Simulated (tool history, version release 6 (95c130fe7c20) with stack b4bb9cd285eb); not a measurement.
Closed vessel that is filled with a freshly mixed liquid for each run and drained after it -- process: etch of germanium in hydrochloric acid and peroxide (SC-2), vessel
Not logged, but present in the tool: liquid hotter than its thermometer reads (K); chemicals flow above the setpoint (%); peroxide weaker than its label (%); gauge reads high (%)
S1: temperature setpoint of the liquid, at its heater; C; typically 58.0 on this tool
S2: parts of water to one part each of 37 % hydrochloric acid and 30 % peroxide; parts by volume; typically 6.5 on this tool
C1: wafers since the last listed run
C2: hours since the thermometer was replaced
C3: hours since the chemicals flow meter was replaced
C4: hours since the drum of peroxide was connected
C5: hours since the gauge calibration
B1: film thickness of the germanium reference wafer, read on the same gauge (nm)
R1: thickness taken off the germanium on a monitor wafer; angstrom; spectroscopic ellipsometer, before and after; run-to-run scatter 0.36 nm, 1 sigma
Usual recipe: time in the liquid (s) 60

{"run": 1, "hour": 0.0, "S1": 58.0, "S2": 6.5, "time in the liquid (s)": 60, "C1": 0, "C2": 1749.0, "C3": 1009.8, "C4": 335.7, "C5": 324.5, "B1": 129.97, "R1": 1862.2}
{"run": 2, "hour": 71.8, "S1": 58.0, "S2": 6.5, "time in the liquid (s)": 60, "C1": 9522, "C2": 1820.8, "C3": 1081.6, "C4": 407.5, "C5": 396.3, "B1": 129.98, "R1": 1867.4}
{"hour": 122.8, "done": "new drum of peroxide connected"}
{"run": 3, "hour": 147.9, "S1": 58.0, "S2": 6.5, "time in the liquid (s)": 60, "C1": 9960, "C2": 1896.9, "C3": 1157.7, "C4": 25.1, "C5": 472.4, "B1": 130.01, "R1": 1881.3}
{"run": 4, "hour": 221.1, "S1": 58.0, "S2": 6.5, "time in the liquid (s)": 60, "C1": 9708, "C2": 1970.1, "C3": 1230.9, "C4": 98.3, "C5": 545.6, "B1": 129.99, "R1": 1874.9}
{"run": 5, "hour": 292.5, "S1": 56.0, "S2": 6.5, "time in the liquid (s)": 60, "C1": 9469, "C2": 2041.5, "C3": 1302.3, "C4": 169.7, "C5": 617.0, "B1": 130.03, "R1": 1769.1}
{"run": 6, "hour": 351.2, "S1": 56.0, "S2": 6.5, "time in the liquid (s)": 60, "C1": 7785, "C2": 2100.2, "C3": 1361.0, "C4": 228.4, "C5": 675.7, "B1": 129.98, "R1": 1768.0}
{"hour": 367.0, "done": "chemicals flow meter replaced"}
{"hour": 374.4, "done": "gauge calibrated"}
{"run": 7, "hour": 444.3, "S1": 56.0, "S2": 6.5, "time in the liquid (s)": 60, "C1": 12215, "C2": 2193.3, "C3": 77.3, "C4": 321.5, "C5": 69.9, "B1": 130.01, "R1": 1771.5}
{"run": 8, "hour": 483.6, "S1": 62.5, "S2": 6.5, "time in the liquid (s)": 60, "C1": 5212, "C2": 2232.6, "C3": 116.6, "C4": 360.8, "C5": 109.2, "B1": 130.0, "R1": 2152.4}
{"hour": 532.7, "done": "new drum of peroxide connected"}
{"run": 9, "hour": 584.3, "S1": 52.0, "S2": 4.0, "time in the liquid (s)": 40, "C1": 13223, "C2": 2333.3, "C3": 217.3, "C4": 51.6, "C5": 209.9, "B1": 129.99, "R1": 1070.6}
{"run": 10, "hour": 647.0, "S1": 50.0, "S2": 8.5, "time in the liquid (s)": 45, "C1": 8315, "C2": 2396.0, "C3": 280.0, "C4": 114.3, "C5": 272.6, "B1": 130.04, "R1": 1091.5}
{"run": 11, "hour": 699.7, "S1": 54.5, "S2": 8.5, "time in the liquid (s)": 50, "C1": 6989, "C2": 2448.7, "C3": 332.7, "C4": 167.0, "C5": 325.3, "B1": 129.99, "R1": 1387.3}
{"hour": 713.8, "done": "thermometer replaced"}
{"run": 12, "hour": 750.5, "S1": 58.0, "S2": 6.5, "time in the liquid (s)": 60, "C1": 6605, "C2": 36.7, "C3": 383.5, "C4": 217.8, "C5": 376.1, "B1": 130.03, "R1": 1811.6}
{"run": 13, "hour": 849.4, "S1": 58.0, "S2": 6.5, "time in the liquid (s)": 60, "C1": 13117, "C2": 135.6, "C3": 482.4, "C4": 316.7, "C5": 475.0, "B1": 130.0, "R1": 1804.5}
{"run": 14, "hour": 887.0, "S1": 68.0, "S2": 5.5, "time in the liquid (s)": 75, "C1": 4986, "C2": 173.2, "C3": 520.0, "C4": 354.3, "C5": 512.6, "B1": 129.97, "R1": 3065.2}
{"run": 15, "hour": 949.2, "S1": 64.0, "S2": 8.5, "time in the liquid (s)": 35, "C1": 8249, "C2": 235.4, "C3": 582.2, "C4": 416.5, "C5": 574.8, "B1": 130.01, "R1": 1232.4}
{"hour": 989.7, "done": "new drum of peroxide connected"}
{"hour": 1021.8, "done": "gauge calibrated"}
{"run": 16, "hour": 1079.2, "S1": 58.0, "S2": 4.5, "time in the liquid (s)": 75, "C1": 17109, "C2": 365.4, "C3": 712.2, "C4": 89.5, "C5": 57.4, "B1": 130.01, "R1": 2313.7}

4 options for the next run, each taken on its own from the tool as it stands now. Forecast them:
{"run": "A", "hour": 1079.9, "S1": 58.0, "S2": 6.5, "time in the liquid (s)": 60, "C1": 92, "C2": 366.1, "C3": 712.9, "C4": 90.2, "C5": 58.1, "B1": "?", "R1": "?"}
{"run": "B", "hour": 1079.9, "S1": 49.5, "S2": 5.5, "time in the liquid (s)": 80, "C1": 92, "C2": 366.1, "C3": 712.9, "C4": 90.2, "C5": 58.1, "B1": "?", "R1": "?"}
{"run": "C", "hour": 1079.9, "S1": 58.0, "S2": 6.5, "time in the liquid (s)": 85, "C1": 92, "C2": 366.1, "C3": 712.9, "C4": 90.2, "C5": 58.1, "B1": "?", "R1": "?"}
{"run": "D", "hour": 1079.9, "S1": 55.5, "S2": 6.5, "time in the liquid (s)": 60, "C1": 92, "C2": 366.1, "C3": 712.9, "C4": 90.2, "C5": 58.1, "B1": "?", "R1": "?"}

run=A B1=130.00 R1=1825.0
run=B B1=130.00 R1=1880.7
run=C B1=130.00 R1=2585.4
run=D B1=130.00 R1=1691.0
Without the tool's unlogged condition, the same runs would have read:
run=A R1=1816.5
run=B R1=1870.2
run=C R1=2573.4
run=D R1=1682.9
